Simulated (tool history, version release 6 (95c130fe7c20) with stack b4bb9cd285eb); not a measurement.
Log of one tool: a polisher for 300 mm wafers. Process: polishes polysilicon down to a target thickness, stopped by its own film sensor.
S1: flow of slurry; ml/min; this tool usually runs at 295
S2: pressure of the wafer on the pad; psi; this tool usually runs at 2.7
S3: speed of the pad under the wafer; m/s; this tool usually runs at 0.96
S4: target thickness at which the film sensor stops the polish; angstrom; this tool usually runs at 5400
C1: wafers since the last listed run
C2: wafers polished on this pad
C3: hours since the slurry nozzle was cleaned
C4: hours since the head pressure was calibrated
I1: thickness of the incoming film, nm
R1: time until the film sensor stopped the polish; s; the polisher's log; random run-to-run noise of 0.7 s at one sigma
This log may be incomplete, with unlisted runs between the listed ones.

run 1 hour=0 | S1=295 S2=2.7 S3=0.96 S4=5400 | C1=0 C2=30 C3=211.2 C4=107.4 | I1=1154.6 | R1=71.8
run 2 hour=120.8 | S1=295 S2=2.7 S3=0.96 S4=5400 | C1=1165 C2=1196 C3=332 C4=228.2 | I1=1129.2 | R1=70.4
run 3 hour=203.3 | S1=295 S2=2.7 S3=0.96 S4=5400 | C1=796 C2=1992 C3=414.5 C4=310.7 | I1=1151.6 | R1=73.2
-- hour=254 head pressure recalibrated
run 4 hour=284.5 | S1=295 S2=2.7 S3=0.96 S4=5400 | C1=764 C2=2757 C3=495.7 C4=30.5 | I1=1145.8 | R1=73.1
-- hour=339.4 worn pad replaced by a new one
run 5 hour=357.4 | S1=295 S2=2.7 S3=0.96 S4=5400 | C1=664 C2=174 C3=568.6 C4=103.4 | I1=1148.5 | R1=74.1
run 6 hour=430.5 | S1=295 S2=2.7 S3=0.96 S4=5400 | C1=705 C2=879 C3=641.7 C4=176.5 | I1=1152 | R1=71.6
-- hour=447.4 slurry nozzle cleaned
run 7 hour=525 | S1=320 S2=2.7 S3=1.22 S4=5400 | C1=902 C2=1781 C3=77.6 C4=271 | I1=1138.8 | R1=61
run 8 hour=620.2 | S1=360 S2=2.7 S3=0.96 S4=5400 | C1=918 C2=2700 C3=172.8 C4=366.2 | I1=1133.3 | R1=73.1
-- hour=622.7 head pressure recalibrated
-- hour=677.4 worn pad replaced by a new one
run 9 hour=699 | S1=295 S2=2 S3=0.96 S4=5400 | C1=702 C2=208 C3=251.6 C4=76.3 | I1=1144.9 | R1=98.6
-- hour=726.8 slurry nozzle cleaned, repeated, since the last time left the tool worse
run 10 hour=774.7 | S1=295 S2=2 S3=0.96 S4=5400 | C1=720 C2=929 C3=47.9 C4=152 | I1=1149.3 | R1=89.1
run 11 hour=848.4 | S1=295 S2=2.7 S3=0.96 S4=5400 | C1=711 C2=1640 C3=121.6 C4=225.7 | I1=1127.9 | R1=70.3
run 12 hour=901.4 | S1=245 S2=2.7 S3=0.84 S4=5400 | C1=511 C2=2152 C3=174.6 C4=278.7 | I1=1122 | R1=79.4
-- hour=976.4 head pressure recalibrated
run 13 hour=987 | S1=210 S2=2.7 S3=0.96 S4=5400 | C1=806 C2=2959 C3=260.2 C4=10.6 | I1=1146.1 | R1=75.9
-- hour=1010.3 worn pad replaced by a new one
run 14 hour=1075.8 | S1=340 S2=2.7 S3=0.96 S4=5400 | C1=818 C2=631 C3=349 C4=99.4 | I1=1144.8 | R1=70.8
run 15 hour=1161 | S1=295 S2=2.7 S3=0.96 S4=5400 | C1=822 C2=1454 C3=434.2 C4=184.6 | I1=1141.3 | R1=71.5
run 16 hour=1249.7 | S1=295 S2=3.6 S3=0.96 S4=5400 | C1=856 C2=2310 C3=522.9 C4=273.3 | I1=1137.7 | R1=56.8
-- hour=1384.9 worn pad replaced by a new one
-- hour=1387.8 slurry nozzle cleaned
-- hour=1416.9 head pressure recalibrated
run 17 hour=1506.4 | S1=295 S2=2.7 S3=0.96 S4=5400 | C1=2409 C2=1143 C3=118.6 C4=89.5 | I1=1135.1 | R1=69.2
run 18 hour=1586.8 | S1=355 S2=2.1 S3=1.26 S4=4290 | C1=775 C2=1919 C3=199 C4=169.9 | I1=1117 | R1=75.5
run 19 hour=1665 | S1=295 S2=2.7 S3=1.08 S4=6340 | C1=754 C2=2674 C3=277.2 C4=248.1 | I1=1152.2 | R1=55.9
run 20 hour=1730.8 | S1=365 S2=3.4 S3=1.1 S4=6150 | C1=635 C2=3309 C3=343 C4=313.9 | I1=1124.1 | R1=43.6
-- hour=1828.3 worn pad replaced by a new one
run 21 hour=1828.8 | S1=295 S2=3.4 S3=0.96 S4=6380 | C1=907 C2=5 C3=441 C4=411.9 | I1=1140.1 | R1=49.5
-- hour=1858.2 head pressure recalibrated
run 22 hour=1878.5 | S1=265 S2=3 S3=0.96 S4=5400 | C1=460 C2=465 C3=490.7 C4=20.3 | I1=1149.9 | R1=68.6
run 23 hour=1937.1 | S1=340 S2=2.7 S3=0.96 S4=5400 | C1=565 C2=1030 C3=549.3 C4=78.9 | I1=1156 | R1=72.8

What if the next run were any one of these 5? Each begins from the tool's condition after run 23:
run A hour=1937.6 | S1=295 S2=2.7 S3=0.96 S4=5400 | C1=4 C2=1035 C3=549.8 C4=79.4 | I1=1148 | R1=?
run B hour=1937.6 | S1=250 S2=2.7 S3=0.96 S4=3730 | C1=4 C2=1035 C3=549.8 C4=79.4 | I1=1148 | R1=?
run C hour=1937.6 | S1=265 S2=2.7 S3=0.96 S4=3640 | C1=4 C2=1035 C3=549.8 C4=79.4 | I1=1148 | R1=?
run D hour=1937.6 | S1=245 S2=2.9 S3=0.76 S4=4450 | C1=4 C2=1035 C3=549.8 C4=79.4 | I1=1148 | R1=?
run E hour=1937.6 | S1=370 S2=2.7 S3=0.66 S4=5990 | C1=4 C2=1035 C3=549.8 C4=79.4 | I1=1148 | R1=?

run=A R1=72.7
run=B R1=94.8
run=C R1=95.1
run=D R1=99.4
run=E R1=87.5
With no hidden state in the tool, these same runs would have given:
run=A R1=71.1
run=B R1=92.4
run=C R1=92.8
run=D R1=96.8
run=E R1=86
